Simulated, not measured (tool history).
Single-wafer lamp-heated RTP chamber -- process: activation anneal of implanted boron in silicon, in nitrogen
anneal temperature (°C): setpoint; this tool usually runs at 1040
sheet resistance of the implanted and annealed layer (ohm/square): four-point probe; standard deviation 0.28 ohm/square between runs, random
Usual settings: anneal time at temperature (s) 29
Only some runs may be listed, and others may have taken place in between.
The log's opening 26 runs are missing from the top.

| run | hour | anneal temperature (°C) | anneal time at temperature (s) | read-back reference wafer on the same gauge, sheet resistance | sheet resistance of the implanted and annealed layer (ohm/square) |
|---|---|---|---|---|---|
| 27 | 294.7 | 1068 | 45 | 216.95 | 183.57 |
| 28 | 304.9 | 1040 | 12 | 217.12 | 190.69 |
| 29 | 316.3 | 1064 | 21 | 217.08 | 187.30 |
| 30 | 328.6 | 1040 | 29 | 216.88 | 188.28 |
| 31 | 340.9 | 1058 | 24 | 217.13 | 186.60 |
| 32 | 354.1 | 1066 | 41 | 217.06 | 184.33 |
| 33 | 368.1 | 1063 | 23 | 216.98 | 186.75 |
| 34 | 380.7 | 1065 | 45 | 217.04 | 183.22 |
| 35 | 396.8 | 1040 | 29 | 216.99 | 187.55 |
| 36 | 406.9 | 1040 | 29 | 217.00 | 187.72 |
| 37 | 417.1 | 1040 | 29 | 216.93 | 188.34 |

Here are 4 independent what-if runs from the current tool condition. What would each one return?
| A | 417.5 | 1040 | 29 | ? | ? |
| B | 417.5 | 1028 | 29 | ? | ? |
| C | 417.5 | 1060 | 29 | ? | ? |
| D | 417.5 | 1017 | 29 | ? | ? |

| run | read-back reference wafer on the same gauge, sheet resistance | sheet resistance of the implanted and annealed layer (ohm/square) |
|---|---|---|
| A | 216.96 | 187.24 |
| B | 216.96 | 188.45 |
| C | 216.96 | 185.58 |
| D | 216.96 | 189.67 |
Stripped of hidden state, with their random variation kept, the same runs would have yielded:
| run | sheet resistance of the implanted and annealed layer (ohm/square) |
|---|---|
| A | 188.06 |
| B | 189.36 |
| C | 186.22 |
| D | 190.65 |

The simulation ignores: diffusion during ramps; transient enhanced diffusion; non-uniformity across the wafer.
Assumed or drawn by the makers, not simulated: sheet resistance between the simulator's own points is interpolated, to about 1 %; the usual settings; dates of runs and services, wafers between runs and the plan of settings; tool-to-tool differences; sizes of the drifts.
